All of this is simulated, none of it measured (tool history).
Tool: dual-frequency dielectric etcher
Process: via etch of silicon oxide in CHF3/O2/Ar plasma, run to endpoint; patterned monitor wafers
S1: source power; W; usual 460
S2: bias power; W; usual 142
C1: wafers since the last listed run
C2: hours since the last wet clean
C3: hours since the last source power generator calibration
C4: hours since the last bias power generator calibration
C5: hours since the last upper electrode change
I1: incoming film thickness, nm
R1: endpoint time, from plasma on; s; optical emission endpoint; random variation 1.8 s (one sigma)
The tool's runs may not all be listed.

run	day	S1	S2	C1	C2	C3	C4	C5	I1	R1
1	0.000	460	142	0	104.1	2511.0	2131.9	3500.6	405.0	250.0
2	2.838	460	142	321	172.2	2579.1	2200.0	3568.7	407.9	248.7
3	5.579	460	142	310	238.0	2644.9	2265.8	3634.5	406.2	247.6
4	8.079	460	167	283	298.0	2704.9	2325.8	3694.5	406.6	240.9
5	12.808	460	167	535	411.5	2818.4	2439.3	3808.0	407.8	241.9
# day 14.662: wet clean of the chamber
6	14.683	460	142	99	0.5	2863.4	2484.3	3853.0	406.5	248.6
7	17.233	460	142	288	61.7	2924.6	2545.5	3914.2	406.6	249.8
8	19.038	460	142	204	105.0	2967.9	2588.8	3957.5	409.1	247.9
# day 19.792: source power generator calibrated
9	21.504	460	154	260	164.2	41.1	2648.0	4016.7	409.9	248.0
10	22.696	410	142	134	192.8	69.7	2676.6	4045.3	406.4	272.0
11	23.892	530	142	135	221.5	98.4	2705.3	4074.0	408.2	231.5
12	25.029	530	142	128	248.8	125.7	2732.6	4101.3	409.5	231.8
13	27.921	460	142	327	318.2	195.1	2802.0	4170.7	408.8	247.5
# day 30.654: upper electrode replaced
14	30.675	460	142	198	384.3	261.2	2868.1	0.5	412.5	252.5
15	33.083	460	131	272	442.1	319.0	2925.9	58.3	409.2	253.8
16	34.704	460	142	183	481.0	357.9	2964.8	97.2	409.8	248.6
# day 36.225: wet clean of the chamber
17	39.092	560	142	383	68.8	463.2	3070.1	202.5	411.5	223.5
18	42.033	400	117	332	139.4	533.8	3140.7	273.1	414.4	285.9
19	43.204	460	142	132	167.5	561.9	3168.8	301.2	405.3	247.6
20	45.075	460	152	211	212.4	606.8	3213.7	346.1	407.1	248.8
21	46.479	550	142	158	246.1	640.5	3247.4	379.8	407.6	224.4
# day 49.088: bias power generator calibrated
22	50.350	510	127	419	339.0	733.4	30.3	472.7	404.2	238.2
23	53.067	460	142	307	404.2	798.6	95.5	537.9	408.4	246.8
24	54.146	460	142	122	430.1	824.5	121.4	563.8	407.7	251.4
25	55.167	540	152	115	454.6	849.0	145.9	588.3	412.0	226.0
# day 56.592: wet clean of the chamber
26	57.862	460	142	191	30.5	913.7	210.6	653.0	405.4	249.3
27	59.367	420	142	170	66.6	949.8	246.7	689.1	410.8	266.9
28	60.762	460	120	158	100.1	983.3	280.2	722.6	407.2	256.1
29	62.279	350	170	171	136.5	1019.7	316.6	759.0	406.6	289.3
30	64.708	580	110	274	194.8	1078.0	374.9	817.3	409.2	227.8
31	66.092	460	142	156	228.0	1111.2	408.1	850.5	406.7	248.4
32	70.862	460	176	540	342.5	1225.7	522.6	965.0	404.6	239.6
33	73.762	370	157	328	412.1	1295.3	592.2	1034.6	406.2	281.7
# day 75.762: wet clean of the chamber
34	75.800	370	172	117	0.9	1344.2	641.1	1083.5	406.5	280.0
35	78.388	460	142	292	63.0	1406.3	703.2	1145.6	404.8	247.3

The tool's hidden state at each run:
etch rate over this chamber's usual, %: 0 in every run
source power that arrives over what is set, %: 0 in every run
bias power that arrives over what is set, %: 0 in every run
